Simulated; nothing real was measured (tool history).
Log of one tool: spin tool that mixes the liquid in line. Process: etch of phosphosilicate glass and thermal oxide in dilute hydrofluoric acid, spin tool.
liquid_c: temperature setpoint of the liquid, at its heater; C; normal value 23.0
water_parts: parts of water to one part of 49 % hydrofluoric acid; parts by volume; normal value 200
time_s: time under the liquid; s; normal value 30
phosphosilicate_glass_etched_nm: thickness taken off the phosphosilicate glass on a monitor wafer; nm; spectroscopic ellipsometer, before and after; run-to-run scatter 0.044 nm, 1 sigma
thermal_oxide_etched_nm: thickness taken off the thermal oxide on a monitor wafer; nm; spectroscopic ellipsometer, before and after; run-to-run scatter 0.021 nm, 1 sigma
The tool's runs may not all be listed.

run    hour  liquid_c  water_parts  time_s  wafers since the last listed run  hours since the thermometer was replaced  hours since the hydrofluoric acid flow meter was replaced  hours since the gauge calibration  read-back film thickness of the phosphosilicate glass reference wafer, read on the same gauge (nm)  read-back film thickness of the thermal oxide reference wafer, read on the same gauge (nm)  phosphosilicate_glass_etched_nm  thermal_oxide_etched_nm
  1     0.0      20.5          200      20                                 0                                     734.3                                                      510.7                             3666.3                                                                                              110.05                                                                                      90.012                             7.24                    0.310
  2    54.3      23.0          200      30                               686                                     788.6                                                      565.0                             3720.6                                                                                              110.01                                                                                      90.014                            11.90                    0.532
  3   155.5      23.0          200      30                              1279                                     889.8                                                      666.2                             3821.8                                                                                              110.02                                                                                      89.992                            11.94                    0.581
      195.3  -- thermometer replaced
  4   327.4      23.0          200      35                              2159                                     132.1                                                      838.1                             3993.7                                                                                              109.99                                                                                      90.008                            13.83                    0.629
  5   419.8      23.0          200      50                              1167                                     224.5                                                      930.5                             4086.1                                                                                              110.00                                                                                      89.997                            19.67                    0.908
      438.7  -- gauge calibrated
  6   494.8      23.0          200      30                               947                                     299.5                                                     1005.5                               56.1                                                                                              110.01                                                                                      89.994                            11.79                    0.515
  7   556.2      23.0          285      30                               776                                     360.9                                                     1066.9                              117.5                                                                                              109.97                                                                                      89.989                             7.59                    0.339
  8   658.5      18.0          200      45                              1292                                     463.2                                                     1169.2                              219.8                                                                                              110.04                                                                                      90.021                            14.54                    0.677
  9   733.3      23.0          200      30                               945                                     538.0                                                     1244.0                              294.6                                                                                              109.97                                                                                      90.005                            11.74                    0.511
 10   835.4      27.0          265      30                              1290                                     640.1                                                     1346.1                              396.7                                                                                              110.03                                                                                      89.986                             9.46                    0.425
 11   889.4      23.0          135      15                               682                                     694.1                                                     1400.1                              450.7                                                                                              110.00                                                                                      89.999                             9.33                    0.415
 12   956.6      20.5          295      15                               849                                     761.3                                                     1467.3                              517.9                                                                                              109.95                                                                                      89.987                             3.31                    0.157
 13  1007.7      26.5          270      30                               645                                     812.4                                                     1518.4                              569.0                                                                                              110.03                                                                                      90.021                             9.11                    0.378
 14  1104.8      23.0          200      30                              1227                                     909.5                                                     1615.5                              666.1                                                                                              109.98                                                                                      89.994                            11.59                    0.535
     1106.2  -- hydrofluoric acid flow meter replaced
 15  1211.7      18.5          230      45                              1338                                    1016.4                                                      105.5                              773.0                                                                                              110.03                                                                                      90.005                            12.85                    0.609
     1236.5  -- thermometer replaced
 16  1303.7      23.0          200      30                              1150                                      67.2                                                      197.5                              865.0                                                                                              110.02                                                                                      90.004                            11.97                    0.524
 17  1364.0      20.5          235      15                               762                                     127.5                                                      257.8                              925.3                                                                                              110.03                                                                                      89.988                             4.49                    0.203
 18  1642.1      23.0          200      30                              3514                                     405.6                                                      535.9                             1203.4                                                                                              109.98                                                                                      89.982                            11.98                    0.519
 19  1696.8      19.5          155      20                               691                                     460.3                                                      590.6                             1258.1                                                                                              109.98                                                                                      89.996                             9.41                    0.434
 20  1777.7      23.0          200      30                              1022                                     541.2                                                      671.5                             1339.0                                                                                              110.04                                                                                      89.998                            11.86                    0.510
 21  1827.1      23.0          135      15                               624                                     590.6                                                      720.9                             1388.4                                                                                              109.98                                                                                      90.017                             9.47                    0.425
 22  1934.9      23.0          200      30                              1362                                     698.4                                                      828.7                             1496.2                                                                                              109.99                                                                                      90.010                            11.93                    0.512
 23  1988.2      23.0          200      45                               673                                     751.7                                                      882.0                             1549.5                                                                                              110.02                                                                                      89.993                            17.69                    0.848
 24  2074.2      25.5          200      15                              1086                                     837.7                                                      968.0                             1635.5                                                                                              109.99                                                                                      90.010                             6.54                    0.314
 25  2153.7      27.0          200      30                              1004                                     917.2                                                     1047.5                             1715.0                                                                                              109.98                                                                                      90.001                            13.79                    0.640

Each row is a separate what-if for the run after 25, all from the same tool condition, not one after another. Results?
  A  2154.1      23.0          120      30                                 5                                     917.6                                                     1047.9                             1715.4                                                                                                   ?                                                                                           ?                                ?                        ?
  B  2154.1      24.5          155      45                                 5                                     917.6                                                     1047.9                             1715.4                                                                                                   ?                                                                                           ?                                ?                        ?
  C  2154.1      28.0          115      35                                 5                                     917.6                                                     1047.9                             1715.4                                                                                                   ?                                                                                           ?                                ?                        ?
  D  2154.1      24.5          200      30                                 5                                     917.6                                                     1047.9                             1715.4                                                                                                   ?                                                                                           ?                                ?                        ?

run  read-back film thickness of the phosphosilicate glass reference wafer, read on the same gauge (nm)  read-back film thickness of the thermal oxide reference wafer, read on the same gauge (nm)  phosphosilicate_glass_etched_nm  thermal_oxide_etched_nm
  A                                                                                              110.02                                                                                      90.016                            21.65                    0.973
  B                                                                                              110.02                                                                                      90.016                            25.57                    1.149
  C                                                                                              110.02                                                                                      90.016                            32.15                    1.445
  D                                                                                              110.02                                                                                      90.016                            12.55                    0.564
Stripped of hidden state, with their random variation kept, the same runs would have yielded:
run  phosphosilicate_glass_etched_nm  thermal_oxide_etched_nm
  A                            22.12                    0.994
  B                            26.15                    1.175
  C                            32.86                    1.477
  D                            12.85                    0.577
